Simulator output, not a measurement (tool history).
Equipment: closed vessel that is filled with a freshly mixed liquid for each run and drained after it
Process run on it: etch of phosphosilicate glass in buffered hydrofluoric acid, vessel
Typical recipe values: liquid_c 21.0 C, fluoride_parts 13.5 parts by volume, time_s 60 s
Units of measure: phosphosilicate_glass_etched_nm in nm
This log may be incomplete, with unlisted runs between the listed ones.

| run | day | liquid_c | fluoride_parts | time_s | read-back film thickness of the phosphosilicate glass reference wafer, read on the same gauge (nm) | phosphosilicate_glass_etched_nm |
|---|---|---|---|---|---|---|
| 1 | 0.000 | 21.0 | 10.0 | 60 | 109.98 | 210.35 |
| 2 | 2.492 | 21.0 | 10.0 | 60 | 109.97 | 211.43 |
| 3 | 5.150 | 21.0 | 10.0 | 60 | 109.98 | 213.05 |
| 4 | 9.171 | 21.0 | 13.5 | 60 | 110.01 | 160.23 |
| 5 | 11.746 | 21.0 | 13.5 | 60 | 110.02 | 161.68 |
| 6 | 14.412 | 21.0 | 18.0 | 60 | 110.03 | 122.50 |
| 7 | 17.858 | 21.0 | 18.0 | 60 | 110.05 | 122.08 |
| 8 | 20.708 | 21.0 | 16.5 | 60 | 110.05 | 132.91 |
|  | 21.550 | hydrofluoric acid flow meter replaced |
| 9 | 24.300 | 21.0 | 16.5 | 60 | 110.00 | 131.74 |
| 10 | 28.392 | 23.5 | 12.0 | 60 | 109.96 | 209.05 |
| 11 | 31.075 | 23.0 | 13.5 | 35 | 110.02 | 104.65 |
| 12 | 35.058 | 21.0 | 13.5 | 60 | 110.00 | 163.20 |
| 13 | 38.329 | 18.0 | 17.0 | 35 | 109.98 | 64.44 |
| 14 | 40.017 | 17.0 | 13.5 | 60 | 110.06 | 131.06 |
|  | 41.058 | gauge calibrated |
| 15 | 42.846 | 17.0 | 13.5 | 90 | 109.98 | 199.18 |
|  | 44.046 | thermometer replaced |
| 16 | 46.300 | 21.0 | 8.0 | 30 | 109.99 | 126.39 |
| 17 | 49.458 | 21.0 | 13.5 | 60 | 110.04 | 156.48 |
| 18 | 53.058 | 21.0 | 10.5 | 85 | 110.04 | 287.36 |
|  | 53.638 | hydrofluoric acid flow meter replaced |
| 19 | 54.671 | 21.0 | 13.5 | 85 | 110.00 | 214.63 |
| 20 | 57.517 | 23.5 | 13.5 | 60 | 110.00 | 175.17 |

Each row is a separate what-if for the run after 20, all from the same tool condition, not one after another. Results?
| A | 57.546 | 21.0 | 13.5 | 60 | ? | ? |
| B | 57.546 | 21.0 | 9.5 | 35 | ? | ? |
| C | 57.546 | 19.0 | 13.5 | 90 | ? | ? |
| D | 57.546 | 21.0 | 15.0 | 40 | ? | ? |

| run | read-back film thickness of the phosphosilicate glass reference wafer, read on the same gauge (nm) | phosphosilicate_glass_etched_nm |
|---|---|---|
| A | 110.04 | 154.07 |
| B | 110.04 | 124.22 |
| C | 110.04 | 206.63 |
| D | 110.04 | 92.62 |
What these runs would have given with no unlogged condition in the tool:
| run | phosphosilicate_glass_etched_nm |
|---|---|
| A | 151.42 |
| B | 122.32 |
| C | 203.04 |
| D | 91.02 |
